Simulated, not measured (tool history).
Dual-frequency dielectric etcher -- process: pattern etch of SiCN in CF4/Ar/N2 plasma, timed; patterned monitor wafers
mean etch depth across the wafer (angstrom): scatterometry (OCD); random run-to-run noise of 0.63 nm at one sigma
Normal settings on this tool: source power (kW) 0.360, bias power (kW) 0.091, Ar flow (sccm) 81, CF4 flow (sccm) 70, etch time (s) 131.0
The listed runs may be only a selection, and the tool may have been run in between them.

run	hour	source power (kW)	bias power (kW)	Ar flow (sccm)	CF4 flow (sccm)	etch time (s)	wafers since the last listed run	hours since the last wet clean	hours since the last source power generator calibration	hours since the last bias power generator calibration	hours since the last Ar flow controller change	hours since the last CF4 flow controller change	hours since the last upper electrode change	hours since the gauge calibration	read-back reference wafer on the same gauge, depth_nm	mean etch depth across the wafer (angstrom)
1	0.0	0.360	0.091	81	70	131.0	0	260.5	344.5	3501.2	4647.8	3172.9	571.8	1195.5	100.0	1075
# hour 39.3: Ar flow controller replaced
2	275.2	0.320	0.091	68	70	131.0	3164	535.7	619.7	3776.4	235.9	3448.1	847.0	1470.7	100.1	1031
# hour 293.2: bias power generator calibrated
# hour 306.0: wet clean of the chamber
3	320.4	0.320	0.112	62	64	131.0	333	14.4	664.9	27.2	281.1	3493.3	892.2	1515.9	100.0	1114
4	389.6	0.360	0.091	81	70	131.0	813	83.6	734.1	96.4	350.3	3562.5	961.4	1585.1	100.0	1091
# hour 429.1: CF4 flow controller replaced
# hour 484.7: gauge calibrated
5	555.9	0.360	0.091	81	54	117.5	1884	249.9	900.4	262.7	516.6	126.8	1127.7	71.2	99.8	933
6	596.0	0.360	0.091	75	75	131.0	471	290.0	940.5	302.8	556.7	166.9	1167.8	111.3	99.9	1089
7	637.7	0.360	0.091	81	70	131.0	490	331.7	982.2	344.5	598.4	208.6	1209.5	153.0	100.0	1072
8	700.7	0.360	0.070	81	70	131.0	740	394.7	1045.2	407.5	661.4	271.6	1272.5	216.0	99.8	1005
9	786.0	0.360	0.091	81	70	131.0	1002	480.0	1130.5	492.8	746.7	356.9	1357.8	301.3	99.9	1070
10	841.7	0.360	0.091	81	70	100.0	654	535.7	1186.2	548.5	802.4	412.6	1413.5	357.0	100.0	814
# hour 929.3: wet clean of the chamber
11	942.0	0.360	0.091	81	70	131.0	896	12.7	1286.5	648.8	902.7	512.9	1513.8	457.3	100.0	1091
12	997.2	0.360	0.091	81	70	131.0	648	67.9	1341.7	704.0	957.9	568.1	1569.0	512.5	99.8	1087
# hour 1077.0: source power generator calibrated
13	1082.1	0.360	0.074	98	77	112.0	951	152.8	5.1	788.9	1042.8	653.0	1653.9	597.4	100.0	853
14	1161.3	0.390	0.091	81	70	158.0	931	232.0	84.3	868.1	1122.0	732.2	1733.1	676.6	99.9	1335
15	1223.9	0.360	0.084	97	70	154.0	735	294.6	146.9	930.7	1184.6	794.8	1795.7	739.2	100.0	1198
16	1324.2	0.360	0.091	100	70	131.0	1179	394.9	247.2	1031.0	1284.9	895.1	1896.0	839.5	100.0	1019
17	1410.9	0.360	0.091	81	70	131.0	1019	481.6	333.9	1117.7	1371.6	981.8	1982.7	926.2	100.0	1065
18	1448.3	0.360	0.072	89	70	131.0	439	519.0	371.3	1155.1	1409.0	1019.2	2020.1	963.6	100.2	987
19	1502.1	0.360	0.091	81	70	131.0	632	572.8	425.1	1208.9	1462.8	1073.0	2073.9	1017.4	100.0	1052
20	1560.9	0.360	0.091	96	70	99.0	691	631.6	483.9	1267.7	1521.6	1131.8	2132.7	1076.2	99.9	783
# hour 1594.5: wet clean of the chamber
21	1610.5	0.360	0.091	89	70	131.0	300	16.0	533.5	1317.3	1571.2	1181.4	2182.3	1125.8	100.0	1066
22	1694.8	0.280	0.091	70	81	143.0	990	100.3	617.8	1401.6	1655.5	1265.7	2266.6	1210.1	100.0	1088

Forecast each of these 3 alternatives for the next run:
A	1695.3	0.360	0.105	81	70	131.0	5	100.8	618.3	1402.1	1656.0	1266.2	2267.1	1210.6	?	?
B	1695.3	0.450	0.075	81	82	168.0	5	100.8	618.3	1402.1	1656.0	1266.2	2267.1	1210.6	?	?
C	1695.3	0.360	0.091	99	70	131.0	5	100.8	618.3	1402.1	1656.0	1266.2	2267.1	1210.6	?	?

run	read-back reference wafer on the same gauge, depth_nm	mean etch depth across the wafer (angstrom)
A	100.0	1125
B	100.0	1523
C	100.0	1047
With the hidden condition removed and each run's random variation left untouched, the same runs would have given:
run	mean etch depth across the wafer (angstrom)
A	1132
B	1533
C	1054

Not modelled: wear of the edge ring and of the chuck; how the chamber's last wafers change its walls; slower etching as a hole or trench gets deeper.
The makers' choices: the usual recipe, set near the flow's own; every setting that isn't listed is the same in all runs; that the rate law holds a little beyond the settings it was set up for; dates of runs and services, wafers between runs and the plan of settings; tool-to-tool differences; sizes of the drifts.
